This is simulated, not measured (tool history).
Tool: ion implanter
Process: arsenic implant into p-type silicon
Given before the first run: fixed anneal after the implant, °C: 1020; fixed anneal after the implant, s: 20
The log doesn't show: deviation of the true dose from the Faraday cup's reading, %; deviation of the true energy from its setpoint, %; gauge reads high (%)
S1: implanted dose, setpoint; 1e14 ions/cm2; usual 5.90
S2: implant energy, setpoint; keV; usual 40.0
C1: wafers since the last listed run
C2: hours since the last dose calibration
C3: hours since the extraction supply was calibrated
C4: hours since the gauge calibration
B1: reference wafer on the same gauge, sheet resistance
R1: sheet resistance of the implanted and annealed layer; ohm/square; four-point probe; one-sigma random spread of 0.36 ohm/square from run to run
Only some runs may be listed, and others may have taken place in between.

run,day,S1,S2,C1,C2,C3,C4,B1,R1
1,0.000,5.06,50.5,0,711.1,1866.1,191.7,133.01,171.31
2,1.275,5.06,50.5,286,741.7,1896.7,222.3,132.97,170.65
3,3.383,5.06,50.5,473,792.3,1947.3,272.9,133.02,170.50
4,5.288,7.06,40.0,427,838.0,1993.0,318.6,133.02,136.47
5,13.229,7.06,40.0,1784,1028.6,2183.6,509.2,133.00,136.56
6,15.075,7.06,40.0,414,1072.9,2227.9,553.5,133.06,136.87
7,16.779,5.90,40.0,382,1113.8,2268.8,594.4,133.03,156.69
8,17.854,5.90,50.5,241,1139.6,2294.6,620.2,133.00,151.90
9,20.812,5.90,50.5,664,1210.6,2365.6,691.2,133.01,152.10
10,21.829,5.90,44.0,228,1235.0,2390.0,715.6,133.04,154.27
11,23.650,5.90,44.0,409,1278.7,2433.7,759.3,132.95,155.17
12,26.538,5.90,44.0,648,1348.0,2503.0,828.6,132.98,155.13
13,28.029,5.05,31.5,335,1383.8,2538.8,864.4,133.00,183.78
14,30.446,6.55,40.0,543,1441.8,2596.8,922.4,133.04,144.76
# day 31.717: gauge calibrated
# day 32.538: extraction supply calibrated
# day 32.875: Faraday cup replaced and dose calibrated
15,32.900,5.90,40.0,401,0.6,8.7,28.4,132.99,156.83
16,35.121,5.90,40.0,499,53.9,62.0,81.7,132.96,156.63
17,39.917,6.70,32.0,1077,169.0,177.1,196.8,132.99,147.02
18,42.542,5.90,40.0,589,232.0,240.1,259.8,133.07,156.62
19,44.708,5.90,40.0,486,284.0,292.1,311.8,133.02,157.39
20,46.367,5.18,29.5,372,323.8,331.9,351.6,133.01,181.59
21,51.496,5.90,32.5,1152,446.9,455.0,474.7,133.01,161.98
22,52.517,5.28,45.0,229,471.4,479.5,499.2,133.02,168.00
23,54.700,4.70,32.0,490,523.8,531.9,551.6,132.96,193.18
24,57.529,6.70,26.0,635,591.7,599.8,619.5,132.95,152.94
25,59.804,4.92,26.0,511,646.3,654.4,674.1,133.03,192.83
26,60.933,5.90,40.0,253,673.4,681.5,701.2,133.01,156.64
27,63.075,7.58,53.5,481,724.8,732.9,752.6,133.02,124.43
28,65.758,5.90,44.0,603,789.2,797.3,817.0,132.92,155.31
29,67.146,5.90,40.0,311,822.5,830.6,850.3,133.00,157.03
30,69.825,7.32,44.0,602,886.8,894.9,914.6,132.99,131.26
31,71.996,7.36,27.5,487,938.9,947.0,966.7,132.96,141.59
32,73.146,5.24,30.0,258,966.5,974.6,994.3,133.10,178.87
33,75.200,5.90,40.0,461,1015.8,1023.9,1043.6,132.96,155.98
# day 76.275: gauge calibrated
34,77.196,4.97,31.5,448,1063.7,1071.8,22.1,132.90,185.92
35,79.058,5.90,40.0,418,1108.4,1116.5,66.8,132.94,157.01
36,80.967,7.56,51.0,428,1154.2,1162.3,112.6,132.99,125.26
37,81.992,5.90,50.0,230,1178.8,1186.9,137.2,132.96,152.69

Predict each of these 4 candidate next runs independently; none follows another, all start after run 37:
A,82.008,5.90,40.0,3,1179.2,1187.3,137.6,?,?
B,82.008,6.99,53.5,3,1179.2,1187.3,137.6,?,?
C,82.008,4.60,31.0,3,1179.2,1187.3,137.6,?,?
D,82.008,5.09,40.0,3,1179.2,1187.3,137.6,?,?

run,B1,R1
A,132.99,156.38
B,132.99,131.92
C,132.99,196.48
D,132.99,175.14
With the hidden condition removed and each run's random variation left untouched, the same runs would have given:
run,R1
A,156.38
B,131.92
C,196.48
D,175.14

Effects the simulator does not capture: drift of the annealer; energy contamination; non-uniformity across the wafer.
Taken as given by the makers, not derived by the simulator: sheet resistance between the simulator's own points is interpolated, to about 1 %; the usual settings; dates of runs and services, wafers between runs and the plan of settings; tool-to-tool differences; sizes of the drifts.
